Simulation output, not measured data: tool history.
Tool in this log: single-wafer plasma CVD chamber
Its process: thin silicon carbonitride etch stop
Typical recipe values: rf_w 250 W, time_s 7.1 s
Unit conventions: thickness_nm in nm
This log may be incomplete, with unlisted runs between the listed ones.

run	day	rf_w	time_s	wafers since the last listed run	hours since the last thermocouple change	hours since the last RF generator calibration	hours since the showerhead was replaced	hours since the gauge calibration	read-back reference wafer on the same gauge, thickness_nm	thickness_nm
1	0	215	7.1	0	1590.8	457.1	4583.8	291.2	4.947	4.516
2	4.262	215	7.1	3570	1693.1	559.4	4686.1	393.5	4.939	4.518
3	6.321	250	7.1	1724	1742.5	608.8	4735.5	442.9	4.941	4.617
4	8.5	250	7.1	1825	1794.8	661.1	4787.8	495.2	4.942	4.66
5	10.521	210	7.1	1692	1843.3	709.6	4836.3	543.7	4.941	4.465
6	12.146	210	7.1	1361	1882.3	748.6	4875.3	582.7	4.939	4.472
7	15.8	275	7.1	3060	1970	836.3	4963	670.4	4.935	4.73
8	17.492	250	7.1	1416	2010.6	876.9	5003.6	711	4.937	4.631
9	21.512	270	7.1	3367	2107.1	973.4	5100.1	807.5	4.941	4.736
10	23.775	250	7.1	1895	2161.4	1027.7	5154.4	861.8	4.94	4.608
11	26.262	290	7.1	2083	2221.1	1087.4	5214.1	921.5	4.94	4.751
12	30.529	290	7.1	3573	2323.5	1189.8	5316.5	1023.9	4.942	4.757
# day 33.875: showerhead replaced, of another model than before
13	34.367	290	7.1	2935	2415.6	1281.9	11.8	1116	4.939	4.795
# day 35.612: thermocouple changed; heater temperature recalibrated
14	37.283	250	7.1	2163	40.1	1351.9	81.8	1186	4.933	4.522
# day 38.7: RF generator calibrated
15	39.758	250	7.67	1793	99.5	25.4	141.2	1245.4	4.934	5.048
# day 43.646: gauge calibrated
16	44.054	220	7.53	3598	202.6	128.5	244.3	9.8	4.935	4.729
17	47.588	250	7.51	2959	287.4	213.3	329.1	94.6	4.936	4.961
18	51.6	205	8.15	3360	383.7	309.6	425.4	190.9	4.945	4.99
19	53.167	250	7.1	1312	421.3	347.2	463	228.5	4.94	4.667
20	56.896	250	7.1	3123	510.8	436.7	552.5	318	4.937	4.631
21	58.938	290	7.87	1710	559.8	485.7	601.5	367	4.936	5.443
22	63.008	250	7.1	3409	657.5	583.4	699.2	464.7	4.944	4.653
23	73.092	250	7.1	8445	899.5	825.4	941.2	706.7	4.946	4.617
24	76.467	215	7.69	2826	980.5	906.4	1022.2	787.7	4.941	4.709
25	78.558	265	6.34	1751	1030.7	956.6	1072.4	837.9	4.94	4.163
26	80.429	250	7.68	1566	1075.6	1001.5	1117.3	882.8	4.944	4.958
27	82.158	250	7.1	1448	1117.1	1043	1158.8	924.3	4.937	4.569
28	86.504	250	6.35	3639	1221.4	1147.3	1263.1	1028.6	4.947	4.058

Alternative continuations, all from the tool just after run 28; predict every row:
A	86.521	250	7.1	13	1221.8	1147.7	1263.5	1029	?	?
B	86.521	265	6.62	13	1221.8	1147.7	1263.5	1029	?	?
C	86.521	270	6.37	13	1221.8	1147.7	1263.5	1029	?	?
D	86.521	200	8.07	13	1221.8	1147.7	1263.5	1029	?	?

run	read-back reference wafer on the same gauge, thickness_nm	thickness_nm
A	4.939	4.521
B	4.939	4.308
C	4.939	4.174
D	4.939	4.715
Stripped of hidden state, with their random variation kept, the same runs would have yielded:
run	thickness_nm
A	4.636
B	4.417
C	4.279
D	4.834

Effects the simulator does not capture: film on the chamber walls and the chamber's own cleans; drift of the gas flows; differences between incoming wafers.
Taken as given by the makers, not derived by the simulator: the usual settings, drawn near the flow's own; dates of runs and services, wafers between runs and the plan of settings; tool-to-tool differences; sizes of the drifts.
